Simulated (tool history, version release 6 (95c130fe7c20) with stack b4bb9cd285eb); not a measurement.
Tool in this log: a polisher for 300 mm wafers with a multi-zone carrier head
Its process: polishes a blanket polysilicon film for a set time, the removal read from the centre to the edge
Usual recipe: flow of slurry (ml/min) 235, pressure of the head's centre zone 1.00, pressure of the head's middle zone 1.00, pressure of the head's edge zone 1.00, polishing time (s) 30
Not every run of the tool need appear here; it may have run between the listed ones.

| run | hour | flow of slurry (ml/min) | pressure of the head's centre zone | pressure of the head's middle zone | pressure of the head's edge zone | polishing time (s) | wafers since the last listed run | wafers polished on this pad | hours since the slurry nozzle was cleaned | hours since the centre zone pressure was calibrated | hours since the edge zone pressure was calibrated | hours since the carrier head's membrane was replaced | incoming thickness of the incoming film, nm | film removed at the wafer's centre (nm) | film removed at mid-radius (nm) | film removed at the wafer's edge (nm) |
|---|---|---|---|---|---|---|---|---|---|---|---|---|---|---|---|---|
| 1 | 0.0 | 215 | 1.00 | 1.00 | 1.00 | 30 | 0 | 429 | 48.0 | 762.1 | 650.5 | 2029.5 | 1124.5 | 242.4 | 239.3 | 240.2 |
| 2 | 17.2 | 215 | 1.00 | 1.00 | 1.00 | 30 | 197 | 627 | 65.2 | 779.3 | 667.7 | 2046.7 | 1115.6 | 239.7 | 237.0 | 242.5 |
| 3 | 50.8 | 215 | 1.00 | 1.00 | 1.00 | 30 | 385 | 1012 | 98.8 | 812.9 | 701.3 | 2080.3 | 1115.0 | 226.5 | 224.2 | 227.1 |
| 4 | 64.7 | 235 | 1.00 | 1.00 | 1.00 | 30 | 159 | 1171 | 112.7 | 826.8 | 715.2 | 2094.2 | 1101.0 | 221.5 | 220.4 | 223.3 |
|  | 83.2 | worn pad replaced by a new one |
| 5 | 100.4 | 235 | 1.00 | 1.00 | 1.00 | 30 | 363 | 196 | 148.4 | 862.5 | 750.9 | 2129.9 | 1105.2 | 255.1 | 249.4 | 249.1 |
| 6 | 121.2 | 235 | 1.00 | 1.00 | 1.00 | 30 | 238 | 435 | 169.2 | 883.3 | 771.7 | 2150.7 | 1120.3 | 245.0 | 251.2 | 251.6 |
| 7 | 139.0 | 235 | 1.00 | 1.00 | 1.00 | 30 | 204 | 639 | 187.0 | 901.1 | 789.5 | 2168.5 | 1110.0 | 243.9 | 245.4 | 245.3 |
|  | 154.1 | carrier head's membrane replaced by a new one |
| 8 | 157.0 | 235 | 1.00 | 1.00 | 1.00 | 30 | 149 | 788 | 205.0 | 919.1 | 807.5 | 2.9 | 1126.2 | 240.8 | 241.1 | 243.1 |
| 9 | 169.3 | 235 | 1.00 | 1.00 | 1.00 | 30 | 141 | 929 | 217.3 | 931.4 | 819.8 | 15.2 | 1108.6 | 240.0 | 234.1 | 227.4 |
|  | 186.7 | slurry nozzle cleaned |
|  | 193.8 | worn pad replaced by a new one |
| 10 | 205.0 | 235 | 1.00 | 1.00 | 1.00 | 30 | 352 | 128 | 18.3 | 967.1 | 855.5 | 50.9 | 1132.7 | 257.7 | 252.4 | 255.0 |
| 11 | 227.9 | 265 | 1.00 | 1.00 | 1.00 | 30 | 262 | 390 | 41.2 | 990.0 | 878.4 | 73.8 | 1115.8 | 260.2 | 253.8 | 252.2 |
| 12 | 259.5 | 235 | 1.12 | 1.00 | 1.06 | 24 | 362 | 753 | 72.8 | 1021.6 | 910.0 | 105.4 | 1096.1 | 214.2 | 191.4 | 198.9 |
|  | 263.1 | edge zone pressure recalibrated |
| 13 | 279.5 | 235 | 1.00 | 1.00 | 1.00 | 21 | 206 | 959 | 92.8 | 1041.6 | 16.4 | 125.4 | 1096.9 | 164.4 | 162.8 | 167.6 |
|  | 291.7 | worn pad replaced by a new one, of another model than before |
| 14 | 294.5 | 285 | 1.00 | 1.00 | 1.00 | 30 | 126 | 31 | 107.8 | 1056.6 | 31.4 | 140.4 | 1115.4 | 262.9 | 258.7 | 261.7 |
| 15 | 306.9 | 210 | 1.00 | 0.95 | 1.00 | 21 | 142 | 174 | 120.2 | 1069.0 | 43.8 | 152.8 | 1122.5 | 171.4 | 165.8 | 174.5 |
|  | 321.8 | centre zone pressure recalibrated |
| 16 | 375.7 | 305 | 1.00 | 0.94 | 1.05 | 21 | 766 | 940 | 189.0 | 53.9 | 112.6 | 221.6 | 1098.1 | 169.1 | 161.6 | 174.5 |
| 17 | 393.4 | 305 | 1.04 | 1.00 | 1.00 | 34 | 202 | 1143 | 206.7 | 71.6 | 130.3 | 239.3 | 1114.0 | 276.1 | 264.0 | 267.5 |
|  | 402.4 | worn pad replaced by a new one |
| 18 | 406.2 | 215 | 1.00 | 1.00 | 1.00 | 30 | 100 | 43 | 219.5 | 84.4 | 143.1 | 252.1 | 1101.1 | 253.2 | 247.7 | 249.6 |
| 19 | 431.1 | 235 | 0.89 | 1.06 | 0.90 | 36 | 285 | 329 | 244.4 | 109.3 | 168.0 | 277.0 | 1118.7 | 268.9 | 310.3 | 286.5 |
|  | 443.1 | slurry nozzle cleaned |
| 20 | 455.5 | 235 | 1.00 | 1.00 | 1.00 | 30 | 268 | 597 | 12.4 | 133.7 | 192.4 | 301.4 | 1115.4 | 240.2 | 241.4 | 248.5 |

The logged runs with the hidden state left out (each run's random variation unchanged):
Hidden state present: removal rate lost through wear of the pad, %; slurry flow missing at the pad, %; deviation of the centre zone's pressure from its setpoint, %; deviation of the edge zone's pressure from its setpoint, %.
| run | film removed at the wafer's centre (nm) | film removed at mid-radius (nm) | film removed at the wafer's edge (nm) |
|---|---|---|---|
| 1 | 250.9 | 247.6 | 248.6 |
| 2 | 252.4 | 249.6 | 255.3 |
| 3 | 251.9 | 249.3 | 252.5 |
| 4 | 254.1 | 252.8 | 256.2 |
| 5 | 257.5 | 251.7 | 251.4 |
| 6 | 250.2 | 256.6 | 257.0 |
| 7 | 253.7 | 255.3 | 255.1 |
| 8 | 257.0 | 257.3 | 259.4 |
| 9 | 261.9 | 255.4 | 248.0 |
| 10 | 258.7 | 253.4 | 255.9 |
| 11 | 264.1 | 257.6 | 256.0 |
| 12 | 224.9 | 200.9 | 208.8 |
| 13 | 178.6 | 176.8 | 182.1 |
| 14 | 263.8 | 259.6 | 262.6 |
| 15 | 172.4 | 166.8 | 175.5 |
| 16 | 183.3 | 175.2 | 189.1 |
| 17 | 310.8 | 297.1 | 301.1 |
| 18 | 255.0 | 249.5 | 251.4 |
| 19 | 273.2 | 315.2 | 291.0 |
| 20 | 249.3 | 250.6 | 257.9 |

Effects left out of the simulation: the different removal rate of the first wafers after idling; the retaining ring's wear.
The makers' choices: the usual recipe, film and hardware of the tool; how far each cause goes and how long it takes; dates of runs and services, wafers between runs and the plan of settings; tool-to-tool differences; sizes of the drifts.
